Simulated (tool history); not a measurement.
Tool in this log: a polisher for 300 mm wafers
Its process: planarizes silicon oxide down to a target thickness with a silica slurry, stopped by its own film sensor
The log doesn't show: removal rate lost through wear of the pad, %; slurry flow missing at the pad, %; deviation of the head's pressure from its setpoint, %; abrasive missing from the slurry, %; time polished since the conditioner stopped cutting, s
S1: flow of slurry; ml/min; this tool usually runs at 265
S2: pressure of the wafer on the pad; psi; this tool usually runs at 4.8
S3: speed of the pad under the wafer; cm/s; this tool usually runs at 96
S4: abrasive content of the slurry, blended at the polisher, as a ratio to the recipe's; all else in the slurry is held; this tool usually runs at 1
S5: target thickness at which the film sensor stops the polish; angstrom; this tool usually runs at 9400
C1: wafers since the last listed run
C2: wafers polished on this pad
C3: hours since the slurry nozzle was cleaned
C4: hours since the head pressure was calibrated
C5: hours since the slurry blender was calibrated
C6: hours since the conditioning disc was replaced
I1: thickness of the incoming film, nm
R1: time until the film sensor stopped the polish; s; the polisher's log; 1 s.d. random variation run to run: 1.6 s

run    hour   S1   S2  S3    S4     S5    C1    C2     C3      C4     C5     C6      I1     R1
  1       0  265  4.8  96     1   9400     0  1349  289.1   838.5  119.9  147.9    1277   87.6
       41.2  -- slurry nozzle cleaned
  2    61.4  265  4.8  96     1   9400   680  2030   20.2   899.9  181.3  209.3  1276.9   88.6
  3   124.6  265  4.8  96     1   9400   711  2741   83.4   963.1  244.5  272.5  1292.3   94.3
      157.6  -- conditioning disc replaced and pad reconditioned
      158.4  -- worn pad replaced by a new one
        160  -- slurry blender recalibrated
  4     182  265  4.8  96     1   9400   597   248  140.8  1020.5     22   24.4  1288.5   87.2
  5   236.7  265  4.8  96     1   9400   616   864  195.5  1075.2   76.7   79.1    1256   81.6
  6     266  265  4.8  96     1   9400   329  1194  224.8  1104.5    106  108.4  1284.6   92.2
  7   313.9  265  4.8  96     1   8550   539  1733  272.7  1152.4  153.9  156.3  1264.1  111.9
  8   352.1  265  4.8  96     1   8550   430  2163  310.9  1190.6  192.1  194.5  1261.3  112.1
  9   386.8  265  4.8  96     1   9810   390  2554  345.6  1225.3  226.8  229.2  1268.3   79.6
      423.4  -- slurry blender recalibrated
 10   444.6  265  4.8  96     1   9400   628  3183  403.4  1283.1   21.2    287    1271   78.1
      460.9  -- slurry nozzle cleaned
      473.1  -- worn pad replaced by a new one
      501.4  -- conditioning disc replaced and pad reconditioned
 11   504.9  265  4.8  96     1   9400   600   335     44  1343.4   81.5    3.5  1273.4   83.1
 12   539.8  265  4.8  96     1   9400   393   728   78.9  1378.3  116.4   38.4  1284.8   90.4
 13   566.3  265  4.8  96   1.3   9400   298  1026  105.4  1404.8  142.9   64.9  1303.6   85.6
 14   592.5  265  4.8  84  1.15   9400   295  1321  131.6    1431  169.1   91.1    1273   85.5
        618  -- head pressure recalibrated
 15   634.2  265  4.8  66     1   9400   447  1768  173.3    16.2  210.8  132.8    1283  121.2
 16   694.6  195  4.8  96  1.25   8660   680  2449  233.7    76.6  271.2  193.2  1275.5  111.7
      704.4  -- slurry blender recalibrated
      756.6  -- worn pad replaced by a new one
 17   759.6  320  4.2  76     1  10150   664    34  298.7   141.6   55.2  258.2  1301.7   94.9
      784.9  -- conditioning disc replaced and pad reconditioned
 18   789.1  265  4.1  96   1.2   9400   309   344  328.2   171.1   84.7    4.2  1288.6   99.2
      859.3  -- slurry nozzle cleaned
 19   902.6  320  4.2  76     1  10150  1267  1611   43.3   284.6  198.2  117.7  1279.1   92.8
 20   928.8  265  4.8  96     1   9400   295  1906   69.5   310.8  224.4  143.9  1271.5   90.4
 21   981.5  265  4.8  76   1.1   9400   593  2499  122.2   363.5  277.1  196.6  1271.6  100.2
     1008.6  -- slurry blender recalibrated
     1039.8  -- worn pad replaced by a new one
     1079.6  -- conditioning disc replaced and pad reconditioned
 22  1152.7  225  6.4  96  0.75   9400  1837  1248  293.4   534.7  144.1   73.1  1295.9   82.2
 23  1196.7  265  4.8  76     1   9400   495  1744  337.4   578.7  188.1  117.1  1268.7  101.8
     1237.9  -- slurry nozzle cleaned
 24  1250.5  265  5.4  96     1   9400   594  2338   12.6   632.5  241.9  170.9  1284.4   80.7

Measured less the same run without the tool's hidden state. The same run-to-run variation is in both; the gauge's scatter may not be:
run    R1
  1  +1.4
  2  +3.3
  3  +4.6
  4  -4.3
  5  +0.1
  6  +1.9
  7  +4.8
  8  +6.1
  9    +5
 10  -6.8
 11  -2.8
 12  -1.2
 13    -1
 14  +0.2
 15   +12
 16  +9.4
 17  +1.3
 18  +2.4
 19  +5.6
 20  +5.7
 21    +6
 22  +3.2
 23  +3.8
 24  +3.7
